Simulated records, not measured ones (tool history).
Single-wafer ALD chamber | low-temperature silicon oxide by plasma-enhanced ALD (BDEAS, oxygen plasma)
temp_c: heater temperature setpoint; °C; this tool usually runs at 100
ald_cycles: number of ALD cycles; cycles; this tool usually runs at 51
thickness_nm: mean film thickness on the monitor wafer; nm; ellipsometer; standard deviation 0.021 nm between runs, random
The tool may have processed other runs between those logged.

run	hour	temp_c	ald_cycles	read-back reference wafer on the same gauge, thickness_nm	thickness_nm
1	0	100	51	9.651	8.495
# hour 26.2: gauge calibrated
2	65.5	100	51	9.652	8.514
3	81	100	54	9.648	8.994
4	153.8	100	54	9.651	9.033
5	185	90	51	9.653	8.859
6	199.4	90	51	9.651	8.856
7	220.7	100	47	9.648	7.85
8	241	100	47	9.65	7.867
9	261.9	100	47	9.646	7.828
10	294.8	100	51	9.651	8.489
11	308	100	51	9.646	8.493
12	328.7	100	51	9.648	8.499
13	360.6	95	51	9.647	8.673
14	375.8	95	51	9.65	8.649
15	416.2	95	51	9.652	8.625
16	437.8	100	51	9.647	8.481
17	470	100	51	9.646	8.525
18	485.1	100	51	9.652	8.526
19	505.9	100	59	9.651	9.887
20	540.9	100	51	9.654	8.522
# hour 560.4: gauge calibrated
21	576.3	93	54	9.651	9.215
22	593.6	100	45	9.649	7.503
# hour 645.3: thermocouple changed; heater temperature recalibrated
23	677.4	113	55	9.646	8.687
24	705.3	100	51	9.651	8.306
25	730.6	113	42	9.65	6.631
26	746.3	100	51	9.652	8.34
27	764.8	92	48	9.655	8.049
28	803.6	86	56	9.652	9.702
29	819.9	100	51	9.651	8.388
30	849.8	112	47	9.653	7.442
31	865.2	100	51	9.653	8.384
32	879.7	100	57	9.648	9.3
33	915.1	100	60	9.65	9.872
34	930.4	100	42	9.648	6.895
35	945.9	100	51	9.648	8.339
36	959	100	51	9.65	8.336

Below are 4 alternative next runs, each starting from the tool's condition after run 36. Predict each:
A	959.5	100	51	?	?
B	959.5	93	42	?	?
C	959.5	96	51	?	?
D	959.5	86	55	?	?

run	read-back reference wafer on the same gauge, thickness_nm	thickness_nm
A	9.652	8.361
B	9.652	7.082
C	9.652	8.497
D	9.652	9.531
Take away the tool's hidden state, keep each run's random variation, and the runs would have read:
run	thickness_nm
A	8.278
B	7.014
C	8.415
D	9.442
